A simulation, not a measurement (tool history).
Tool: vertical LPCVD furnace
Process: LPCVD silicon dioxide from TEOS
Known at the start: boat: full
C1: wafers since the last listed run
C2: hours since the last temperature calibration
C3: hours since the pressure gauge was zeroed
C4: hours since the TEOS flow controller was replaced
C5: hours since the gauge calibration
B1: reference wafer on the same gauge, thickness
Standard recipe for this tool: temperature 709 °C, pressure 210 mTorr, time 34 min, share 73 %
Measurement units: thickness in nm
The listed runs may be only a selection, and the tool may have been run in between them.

Run 1, hour 0: usual settings; C1 0; C2 2755.3; C3 1257.3; C4 1534.5; C5 566.1; B1 273.79. Result: thickness 254.69 nm.
Run 2, hour 88.9: usual settings but time 29 min; C1 1605; C2 2844.2; C3 1346.2; C4 1623.4; C5 655; B1 273.6. Result: thickness 217.6 nm.
Run 3, hour 182.5: usual settings; C1 1690; C2 2937.8; C3 1439.8; C4 1717; C5 748.6; B1 273.81. Result: thickness 256.42 nm.
Run 4, hour 283.9: usual settings; C1 1831; C2 3039.2; C3 1541.2; C4 1818.4; C5 850; B1 274.21. Result: thickness 255.73 nm.
Run 5, hour 358.3: usual settings; C1 1343; C2 3113.6; C3 1615.6; C4 1892.8; C5 924.4; B1 274.03. Result: thickness 254.11 nm.
Run 6, hour 465.5: usual settings but share 65 %; C1 1936; C2 3220.8; C3 1722.8; C4 2000; C5 1031.6; B1 273.73. Result: thickness 242.25 nm.
Run 7, hour 565: usual settings but share 65 %; C1 1797; C2 3320.3; C3 1822.3; C4 2099.5; C5 1131.1; B1 273.86. Result: thickness 241.29 nm.
Run 8, hour 634.4: usual settings but share 65 %; C1 1253; C2 3389.7; C3 1891.7; C4 2168.9; C5 1200.5; B1 274.14. Result: thickness 240.17 nm.
Run 9, hour 730.5: usual settings but pressure 180 mTorr; C1 1735; C2 3485.8; C3 1987.8; C4 2265; C5 1296.6; B1 273.97. Result: thickness 236.51 nm.
Run 10, hour 791.4: usual settings but pressure 180 mTorr; C1 1099; C2 3546.7; C3 2048.7; C4 2325.9; C5 1357.5; B1 273.81. Result: thickness 237.45 nm.
Run 11, hour 833: usual settings but pressure 180 mTorr; C1 751; C2 3588.3; C3 2090.3; C4 2367.5; C5 1399.1; B1 273.9. Result: thickness 238.3 nm.
Run 12, hour 1096.6: usual settings but pressure 200 mTorr; C1 4761; C2 3851.9; C3 2353.9; C4 2631.1; C5 1662.7; B1 274.15. Result: thickness 249.76 nm.
At hour 1121.6: thermocouples replaced and temperature profile calibrated.
Run 13, hour 1158.4: usual settings but pressure 200 mTorr; C1 682; C2 36.8; C3 2415.7; C4 2692.9; C5 1724.5; B1 274.06. Result: thickness 249.66 nm.
Run 14, hour 1207.3: usual settings; C1 883; C2 85.7; C3 2464.6; C4 2741.8; C5 1773.4; B1 274.05. Result: thickness 256.04 nm.
At hour 1280.6: TEOS flow controller replaced.
At hour 1287.4: pressure gauge zeroed.
Run 15, hour 1310.8: usual settings but pressure 160 mTorr, time 30 min; C1 1313; C2 189.2; C3 23.4; C4 30.2; C5 1876.9; B1 274.1. Result: thickness 193.36 nm.
Run 16, hour 1347.5: usual settings but pressure 160 mTorr, time 22.5 min, share 63 %; C1 662; C2 225.9; C3 60.1; C4 66.9; C5 1913.6; B1 273.99. Result: thickness 134.45 nm.
Run 17, hour 1411.1: usual settings but temperature 698 °C; C1 1148; C2 289.5; C3 123.7; C4 130.5; C5 1977.2; B1 273.97. Result: thickness 194.76 nm.
Run 18, hour 1475.7: usual settings but temperature 699 °C, pressure 175 mTorr, time 23.5 min, share 87 %; C1 1166; C2 354.1; C3 188.3; C4 195.1; C5 2041.8; B1 274.25. Result: thickness 137.4 nm.
Run 19, hour 1575: usual settings; C1 1793; C2 453.4; C3 287.6; C4 294.4; C5 2141.1; B1 274.37. Result: thickness 251.18 nm.
Run 20, hour 1653.3: usual settings; C1 1414; C2 531.7; C3 365.9; C4 372.7; C5 2219.4; B1 274.28. Result: thickness 251.05 nm.
Run 21, hour 1728: usual settings but pressure 165 mTorr, time 38 min, share 83 %; C1 1349; C2 606.4; C3 440.6; C4 447.4; C5 2294.1; B1 273.82. Result: thickness 268.86 nm.
Run 22, hour 1776.4: usual settings; C1 874; C2 654.8; C3 489; C4 495.8; C5 2342.5; B1 274.01. Result: thickness 252.35 nm.
At hour 1838.2: gauge calibrated.
Run 23, hour 1840.2: usual settings but temperature 713 °C, pressure 175 mTorr, time 30 min, share 59 %; C1 1152; C2 718.6; C3 552.8; C4 559.6; C5 2; B1 273.64. Result: thickness 200.36 nm.
Run 24, hour 1947.4: usual settings but temperature 706 °C, pressure 170 mTorr, time 23 min, share 87 %; C1 1936; C2 825.8; C3 660; C4 666.8; C5 109.2; B1 274.14. Result: thickness 157.69 nm.
Run 25, hour 2039.9: usual settings but temperature 716 °C, time 29 min; C1 1670; C2 918.3; C3 752.5; C4 759.3; C5 201.7; B1 274.1. Result: thickness 254.74 nm.
Run 26, hour 2092: usual settings but pressure 240 mTorr, time 43 min; C1 941; C2 970.4; C3 804.6; C4 811.4; C5 253.8; B1 274.03. Result: thickness 342.52 nm.
Run 27, hour 2175.1: usual settings but share 65 %; C1 1500; C2 1053.5; C3 887.7; C4 894.5; C5 336.9; B1 273.82. Result: thickness 239.66 nm.
Run 28, hour 2251.7: usual settings but temperature 713 °C, pressure 170 mTorr; C1 1383; C2 1130.1; C3 964.3; C4 971.1; C5 413.5; B1 273.99. Result: thickness 250.79 nm.
Run 29, hour 2294.1: usual settings but temperature 712 °C, pressure 260 mTorr; C1 765; C2 1172.5; C3 1006.7; C4 1013.5; C5 455.9; B1 274.03. Result: thickness 301.52 nm.
Run 30, hour 2382.4: usual settings but time 41.5 min; C1 1594; C2 1260.8; C3 1095; C4 1101.8; C5 544.2; B1 273.71. Result: thickness 311.62 nm.
Run 31, hour 2434: usual settings; C1 931; C2 1312.4; C3 1146.6; C4 1153.4; C5 595.8; B1 274.2. Result: thickness 254.63 nm.
Run 32, hour 2517.1: usual settings but share 61 %; C1 1500; C2 1395.5; C3 1229.7; C4 1236.5; C5 678.9; B1 274.26. Result: thickness 232.41 nm.

Subtracting, for every run, the result it would have given without the tool's unlogged condition from the measured result gives the following. The same run-to-run variation enters both numbers; the gauge's scatter may not:
Hidden conditions of the tool in this case: true tube temperature minus thermocouple reading, K; true pressure minus gauge reading, mTorr; deviation of the TEOS flow from its setpoint, %; gauge reads high (%).
run  thickness
  1      +5.77
  2      +5.05
  3      +6.07
  4      +6.18
  5      +6.21
  6      +6.01
  7      +6.06
  8      +6.08
  9      +7.01
 10      +7.07
 11      +7.12
 12      +6.86
 13      +6.89
 14      +6.76
 15      +0.09
 16      +0.28
 17      +0.68
 18      +0.87
 19      +1.95
 20      +2.38
 21      +3.73
 22      +2.99
 23      +3.09
 24      +2.82
 25         +4
 26      +4.92
 27      +4.13
 28      +5.54
 29       +4.5
 30      +5.95
 31      +4.96
 32      +4.66
